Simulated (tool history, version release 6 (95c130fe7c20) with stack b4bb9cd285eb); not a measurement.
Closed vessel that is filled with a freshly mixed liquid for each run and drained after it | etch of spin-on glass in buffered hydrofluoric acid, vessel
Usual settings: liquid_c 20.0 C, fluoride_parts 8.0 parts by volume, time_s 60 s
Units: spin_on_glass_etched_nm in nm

run,day,liquid_c,fluoride_parts,time_s,wafers since the last listed run,hours since the thermometer was replaced,hours since the hydrofluoric acid flow meter was replaced,hours since the gauge calibration,"read-back film thickness of the spin-on glass reference wafer, read on the same gauge (nm)",spin_on_glass_etched_nm
1,0.000,20.0,9.0,60,0,2012.6,1080.6,18.3,29.94,205.02
2,0.692,20.0,9.0,60,1792,2029.2,1097.2,34.9,30.01,207.04
3,0.962,20.0,8.0,60,701,2035.7,1103.7,41.4,29.99,237.22
4,1.425,20.0,8.0,35,1198,2046.8,1114.8,52.5,29.98,136.35
5,1.875,20.0,8.0,60,1166,2057.6,1125.6,63.3,30.01,235.51
6,2.479,20.0,8.0,60,1565,2072.1,1140.1,77.8,29.98,233.10
7,2.783,20.0,8.0,60,788,2079.4,1147.4,85.1,29.98,234.99
8,3.050,20.0,8.0,60,691,2085.8,1153.8,91.5,30.04,232.70
9,3.400,20.0,8.0,60,907,2094.2,1162.2,99.9,29.96,233.41
10,3.917,20.0,8.0,60,1339,2106.6,1174.6,112.3,30.01,235.81
11,4.342,20.0,8.0,60,1101,2116.8,1184.8,122.5,30.02,236.59
12,4.854,20.0,8.0,60,1328,2129.1,1197.1,134.8,30.03,233.27
13,5.362,20.0,8.0,60,1317,2141.3,1209.3,147.0,29.97,234.00
14,6.062,20.0,8.0,60,1814,2158.1,1226.1,163.8,29.96,233.98
15,6.658,20.0,8.0,60,1544,2172.4,1240.4,178.1,29.98,236.42
16,6.988,20.0,8.0,60,853,2180.3,1248.3,186.0,29.96,234.82
17,7.462,17.0,9.0,45,1231,2191.7,1259.7,197.4,30.03,131.66
18,7.750,17.0,5.5,60,745,2198.6,1266.6,204.3,29.94,282.61
19,8.479,20.0,8.0,60,1889,2216.1,1284.1,221.8,30.00,235.10
20,9.229,20.0,8.0,80,1943,2234.1,1302.1,239.8,30.03,315.44
21,9.558,20.0,8.0,60,853,2242.0,1310.0,247.7,29.95,234.19
# day 9.708: thermometer replaced
22,10.021,20.0,8.0,60,1090,7.5,1321.1,258.8,30.01,234.94
23,10.425,20.0,8.0,60,1047,17.2,1330.8,268.5,30.01,235.50
24,11.075,20.0,6.5,50,1684,32.8,1346.4,284.1,30.02,236.51
25,11.817,17.0,10.5,90,1922,50.6,1364.2,301.9,30.00,235.10
26,12.358,20.0,6.5,60,1403,63.6,1377.2,314.9,30.02,287.62
27,12.621,20.0,8.0,60,680,69.9,1383.5,321.2,29.98,234.83
# day 12.717: hydrofluoric acid flow meter replaced
# day 13.292: gauge calibrated
28,13.321,23.0,5.5,85,1706,86.7,14.5,0.7,29.98,562.38
29,13.779,17.0,8.0,60,1187,97.7,25.5,11.7,29.96,198.97
30,14.467,21.5,8.0,45,1781,114.2,42.0,28.2,30.01,189.38
31,15.212,20.0,8.0,75,1933,132.1,59.9,46.1,30.04,287.49
32,15.742,17.0,5.5,90,1371,144.8,72.6,58.8,29.98,423.19
33,16.321,20.0,9.5,50,1501,158.7,86.5,72.7,29.97,165.95
34,16.867,18.0,10.0,35,1414,171.8,99.6,85.8,30.01,100.84

The tool's hidden state at each run:
liquid colder than its thermometer reads (K): 0 in every run
hydrofluoric acid flow above the setpoint (%): 0 in every run
gauge reads high (%): 0 in every run
